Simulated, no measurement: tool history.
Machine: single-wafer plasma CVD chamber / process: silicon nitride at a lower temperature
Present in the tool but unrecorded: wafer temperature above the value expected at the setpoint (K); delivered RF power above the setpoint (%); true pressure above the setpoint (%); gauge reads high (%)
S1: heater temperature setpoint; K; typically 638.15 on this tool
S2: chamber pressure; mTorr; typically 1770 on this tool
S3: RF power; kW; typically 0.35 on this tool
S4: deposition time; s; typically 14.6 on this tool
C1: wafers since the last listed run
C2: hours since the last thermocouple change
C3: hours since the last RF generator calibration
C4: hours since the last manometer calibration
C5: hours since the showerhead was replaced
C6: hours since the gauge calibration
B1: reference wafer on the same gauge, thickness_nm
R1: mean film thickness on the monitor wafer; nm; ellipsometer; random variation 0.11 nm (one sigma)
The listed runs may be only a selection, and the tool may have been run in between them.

run	hour	S1	S2	S3	S4	C1	C2	C3	C4	C5	C6	B1	R1
1	0	638.15	1770	0.35	14.6	0	641.6	848.3	114.2	5100	370	17.415	19.515
2	78.6	638.15	1770	0.35	14.6	1725	720.2	926.9	192.8	5178.6	448.6	17.419	19.291
3	158.9	638.15	1770	0.35	14.6	1762	800.5	1007.2	273.1	5258.9	528.9	17.398	19.438
4	219.3	638.15	2050	0.35	16	1325	860.9	1067.6	333.5	5319.3	589.3	17.406	22.394
5	290.4	638.15	1770	0.35	14.6	1560	932	1138.7	404.6	5390.4	660.4	17.391	19.383
6	330.9	638.15	1770	0.35	14.6	889	972.5	1179.2	445.1	5430.9	700.9	17.394	19.333
7	379.2	638.15	1580	0.35	14.6	1060	1020.8	1227.5	493.4	5479.2	749.2	17.456	18.547
8	430.1	638.15	1770	0.35	14.6	1117	1071.7	1278.4	544.3	5530.1	800.1	17.438	19.352
9	495.3	638.15	1770	0.35	14.6	1431	1136.9	1343.6	609.5	5595.3	865.3	17.428	19.262
10	601.5	638.15	1770	0.35	14.6	2331	1243.1	1449.8	715.7	5701.5	971.5	17.351	19.426
11	708.3	638.15	1770	0.35	14.6	2344	1349.9	1556.6	822.5	5808.3	1078.3	17.394	19.333
12	781.3	638.15	1770	0.35	14.6	1602	1422.9	1629.6	895.5	5881.3	1151.3	17.46	19.336
# hour 804.4: gauge calibrated
13	885.4	638.15	1480	0.35	14.6	2285	1527	1733.7	999.6	5985.4	81	17.433	18.047
# hour 906.8: RF generator calibrated
# hour 930.5: showerhead replaced
14	992.2	638.15	1770	0.35	16.6	1993	1633.8	85.4	1106.4	61.7	187.8	17.404	22.724
15	1063.1	644.15	1570	0.35	14.6	1556	1704.7	156.3	1177.3	132.6	258.7	17.402	19.034
16	1157.8	628.15	1770	0.35	15.9	2079	1799.4	251	1272	227.3	353.4	17.403	21.707
17	1226.1	638.15	1770	0.35	14.6	1499	1867.7	319.3	1340.3	295.6	421.7	17.381	19.579
# hour 1249: thermocouple changed; heater temperature recalibrated
18	1306.7	638.15	1490	0.35	14.6	1593	57.7	399.9	1420.9	376.2	502.3	17.432	18.604
19	1356.6	638.15	1770	0.35	14.6	1095	107.6	449.8	1470.8	426.1	552.2	17.42	19.652
# hour 1426.8: capacitance manometer re-zeroed and calibrated
20	1460.7	638.15	1770	0.35	14.6	2109	211.7	553.9	33.9	530.2	656.3	17.42	19.623
21	1534.5	651.15	2080	0.3	14.6	1620	285.5	627.7	107.7	604	730.1	17.398	19.089
22	1627.5	650.15	1770	0.41	15.8	2041	378.5	720.7	200.7	697	823.1	17.424	22.375
23	1685.4	638.15	1360	0.295	14.6	1271	436.4	778.6	258.6	754.9	881	17.392	16.528
24	1810.4	644.15	1620	0.35	14.6	2744	561.4	903.6	383.6	879.9	1006	17.428	18.569

Below are 4 alternative next runs, each starting from the tool's condition after run 24. Predict each:
A	1810.8	638.15	1770	0.35	14.6	8	561.8	904	384	880.3	1006.4	?	?
B	1810.8	638.15	1770	0.385	14.6	8	561.8	904	384	880.3	1006.4	?	?
C	1810.8	638.15	1770	0.31	14.6	8	561.8	904	384	880.3	1006.4	?	?
D	1810.8	638.15	1970	0.35	13.8	8	561.8	904	384	880.3	1006.4	?	?

run	B1	R1
A	17.396	19.326
B	17.396	20.179
C	17.396	18.286
D	17.396	18.896
Stripped of hidden state, with their random variation kept, the same runs would have yielded:
run	R1
A	20.007
B	20.891
C	18.958
D	19.562
